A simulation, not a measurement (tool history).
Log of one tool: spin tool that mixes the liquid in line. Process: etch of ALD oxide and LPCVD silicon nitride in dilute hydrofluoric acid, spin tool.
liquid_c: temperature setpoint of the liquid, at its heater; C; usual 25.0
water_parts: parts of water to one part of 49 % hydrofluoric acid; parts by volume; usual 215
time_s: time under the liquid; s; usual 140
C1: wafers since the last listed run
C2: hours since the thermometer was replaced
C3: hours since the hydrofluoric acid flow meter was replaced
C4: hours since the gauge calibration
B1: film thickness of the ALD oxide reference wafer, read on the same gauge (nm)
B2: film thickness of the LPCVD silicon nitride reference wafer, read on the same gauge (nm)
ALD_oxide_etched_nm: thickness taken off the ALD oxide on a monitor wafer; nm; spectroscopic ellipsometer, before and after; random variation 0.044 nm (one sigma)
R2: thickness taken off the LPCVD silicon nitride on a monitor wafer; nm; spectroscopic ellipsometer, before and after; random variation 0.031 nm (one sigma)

Run 1, hour 0.0: usual settings; C1 0; C2 922.9; C3 368.1; C4 114.5; B1 150.03; B2 129.973. Result: ALD_oxide_etched_nm 6.50 nm, R2 0.435 nm.
Run 2, hour 36.3: usual settings; C1 226; C2 959.2; C3 404.4; C4 150.8; B1 149.99; B2 129.978. Result: ALD_oxide_etched_nm 6.57 nm, R2 0.317 nm.
Run 3, hour 86.3: usual settings; C1 311; C2 1009.2; C3 454.4; C4 200.8; B1 149.96; B2 130.009. Result: ALD_oxide_etched_nm 6.55 nm, R2 0.321 nm.
Run 4, hour 119.2: usual settings but water_parts 295 parts by volume; C1 204; C2 1042.1; C3 487.3; C4 233.7; B1 150.00; B2 130.005. Result: ALD_oxide_etched_nm 4.39 nm, R2 0.274 nm.
Run 5, hour 187.9: usual settings but water_parts 295 parts by volume; C1 428; C2 1110.8; C3 556.0; C4 302.4; B1 149.98; B2 130.015. Result: ALD_oxide_etched_nm 4.47 nm, R2 0.274 nm.
Run 6, hour 234.9: usual settings but liquid_c 27.5 C, water_parts 165 parts by volume; C1 292; C2 1157.8; C3 603.0; C4 349.4; B1 149.96; B2 129.986. Result: ALD_oxide_etched_nm 10.11 nm, R2 0.647 nm.
Run 7, hour 306.7: usual settings but liquid_c 27.5 C, water_parts 165 parts by volume; C1 447; C2 1229.6; C3 674.8; C4 421.2; B1 149.98; B2 130.006. Result: ALD_oxide_etched_nm 10.04 nm, R2 0.490 nm.
At hour 347.3: hydrofluoric acid flow meter replaced.
Run 8, hour 375.0: usual settings but time_s 185 s; C1 419; C2 1297.9; C3 27.7; C4 489.5; B1 150.01; B2 130.009. Result: ALD_oxide_etched_nm 9.33 nm, R2 0.593 nm.
Run 9, hour 438.1: usual settings but time_s 185 s; C1 393; C2 1361.0; C3 90.8; C4 552.6; B1 150.03; B2 130.020. Result: ALD_oxide_etched_nm 9.40 nm, R2 0.485 nm.
At hour 452.5: gauge calibrated.
Run 10, hour 466.5: usual settings; C1 176; C2 1389.4; C3 119.2; C4 14.0; B1 150.00; B2 129.985. Result: ALD_oxide_etched_nm 7.02 nm, R2 0.462 nm.
Run 11, hour 493.7: usual settings; C1 169; C2 1416.6; C3 146.4; C4 41.2; B1 150.00; B2 130.017. Result: ALD_oxide_etched_nm 7.04 nm, R2 0.430 nm.
At hour 521.3: hydrofluoric acid flow meter replaced, repeated, since the last time left the tool worse.
At hour 525.1: thermometer replaced.
Run 12, hour 540.4: usual settings but liquid_c 20.0 C, water_parts 255 parts by volume, time_s 200 s; C1 278; C2 15.3; C3 19.1; C4 87.9; B1 149.99; B2 129.992. Result: ALD_oxide_etched_nm 6.24 nm, R2 0.347 nm.
Run 13, hour 564.8: usual settings but liquid_c 28.0 C, water_parts 175 parts by volume, time_s 70 s; C1 152; C2 39.7; C3 43.5; C4 112.3; B1 149.97; B2 130.008. Result: ALD_oxide_etched_nm 4.70 nm, R2 0.278 nm.
Run 14, hour 612.7: usual settings but liquid_c 30.0 C, water_parts 150 parts by volume, time_s 185 s; C1 298; C2 87.6; C3 91.4; C4 160.2; B1 150.01; B2 130.028. Result: ALD_oxide_etched_nm 15.84 nm, R2 1.018 nm.
Run 15, hour 667.7: usual settings but time_s 170 s; C1 342; C2 142.6; C3 146.4; C4 215.2; B1 149.99; B2 130.000. Result: ALD_oxide_etched_nm 7.92 nm, R2 0.464 nm.
Run 16, hour 718.9: usual settings; C1 319; C2 193.8; C3 197.6; C4 266.4; B1 149.99; B2 130.001. Result: ALD_oxide_etched_nm 6.49 nm, R2 0.358 nm.
Run 17, hour 765.4: usual settings; C1 289; C2 240.3; C3 244.1; C4 312.9; B1 150.04; B2 129.999. Result: ALD_oxide_etched_nm 6.60 nm, R2 0.392 nm.
Run 18, hour 833.3: usual settings; C1 423; C2 308.2; C3 312.0; C4 380.8; B1 149.97; B2 129.998. Result: ALD_oxide_etched_nm 6.58 nm, R2 0.406 nm.
Run 19, hour 866.9: usual settings; C1 209; C2 341.8; C3 345.6; C4 414.4; B1 150.03; B2 129.987. Result: ALD_oxide_etched_nm 6.52 nm, R2 0.410 nm.
Run 20, hour 919.5: usual settings but liquid_c 21.0 C, water_parts 285 parts by volume, time_s 65 s; C1 327; C2 394.4; C3 398.2; C4 467.0; B1 150.01; B2 129.984. Result: ALD_oxide_etched_nm 1.86 nm, R2 0.095 nm.
Run 21, hour 973.0: usual settings but liquid_c 30.0 C; C1 333; C2 447.9; C3 451.7; C4 520.5; B1 150.00; B2 130.003. Result: ALD_oxide_etched_nm 7.86 nm, R2 0.499 nm.
Run 22, hour 1043.3: usual settings but liquid_c 27.0 C; C1 438; C2 518.2; C3 522.0; C4 590.8; B1 150.01; B2 129.993. Result: ALD_oxide_etched_nm 7.15 nm, R2 0.431 nm.

Forecast each of these 4 alternatives for the next run:
Run A, hour 1043.8: usual settings; C1 3; C2 518.7; C3 522.5; C4 591.3; B1 ?; B2 ?. Result: ALD_oxide_etched_nm ?, R2 ?.
Run B, hour 1043.8: usual settings but liquid_c 28.5 C, time_s 220 s; C1 3; C2 518.7; C3 522.5; C4 591.3; B1 ?; B2 ?. Result: ALD_oxide_etched_nm ?, R2 ?.
Run C, hour 1043.8: usual settings but water_parts 130 parts by volume; C1 3; C2 518.7; C3 522.5; C4 591.3; B1 ?; B2 ?. Result: ALD_oxide_etched_nm ?, R2 ?.
Run D, hour 1043.8: usual settings but liquid_c 27.5 C, water_parts 285 parts by volume, time_s 200 s; C1 3; C2 518.7; C3 522.5; C4 591.3; B1 ?; B2 ?. Result: ALD_oxide_etched_nm ?, R2 ?.

run      B1       B2  ALD_oxide_etched_nm     R2
  A  150.01  129.996                 6.66  0.369
  B  150.01  129.996                11.85  0.719
  C  150.01  129.996                12.10  0.609
  D  150.01  129.996                 7.28  0.463
Without the tool's hidden state the same runs would have given:
run  ALD_oxide_etched_nm     R2
  A                 6.40  0.358
  B                11.39  0.697
  C                11.66  0.590
  D                 6.98  0.448

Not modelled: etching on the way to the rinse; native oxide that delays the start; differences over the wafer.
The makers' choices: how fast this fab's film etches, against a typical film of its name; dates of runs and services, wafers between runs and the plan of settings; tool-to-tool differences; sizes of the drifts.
